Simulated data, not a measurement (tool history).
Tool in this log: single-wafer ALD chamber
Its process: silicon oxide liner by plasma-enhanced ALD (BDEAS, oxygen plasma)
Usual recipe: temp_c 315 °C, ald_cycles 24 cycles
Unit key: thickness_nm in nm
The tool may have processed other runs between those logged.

run	day	temp_c	ald_cycles	read-back reference wafer on the same gauge, thickness_nm	thickness_nm
1	0	315	24	2.566	2.184
2	0.354	315	20	2.566	1.825
3	1.067	315	20	2.57	1.832
4	1.729	315	20	2.57	1.83
5	2.225	315	24	2.57	2.192
6	2.717	315	24	2.573	2.195
7	2.971	315	24	2.574	2.202
8	3.629	315	24	2.574	2.199
9	4.367	315	24	2.575	2.196
10	4.967	315	24	2.578	2.2
11	5.679	315	24	2.58	2.198
12	6.392	315	24	2.583	2.205
13	6.838	315	24	2.584	2.208
14	9.075	315	24	2.591	2.209
15	9.592	315	24	2.593	2.222
16	10.108	308	24	2.597	2.247
17	10.7	308	24	2.6	2.242
18	11.188	308	24	2.602	2.248
19	11.65	315	24	2.604	2.22
# day 11.758: gauge calibrated
# day 12.183: thermocouple changed; heater temperature recalibrated
20	12.204	315	24	2.555	2.181
21	14.162	315	26	2.557	2.366
22	14.529	315	26	2.557	2.357
23	15.062	302	23	2.555	2.139
24	15.679	309	19	2.558	1.749
25	16.308	320	26	2.559	2.353
26	16.612	315	24	2.558	2.184
27	17.021	315	28	2.558	2.541
28	17.329	315	24	2.559	2.183
29	18.012	306	22	2.559	2.034
30	18.688	327	24	2.56	2.146
31	19.229	328	24	2.563	2.145
32	19.912	315	24	2.564	2.189
33	20.233	323	24	2.563	2.155
34	20.592	320	21	2.567	1.899
35	21.125	302	24	2.566	2.245
36	21.421	325	21	2.567	1.889
37	22.083	315	24	2.568	2.19

Run 38 comes next. What will it give?
38	22.633	328	19	?	?

read-back reference wafer on the same gauge, thickness_nm: 2.57
thickness_nm: 1.703 nm
Without the tool's hidden state the same run would have given thickness_nm 1.696 nm.
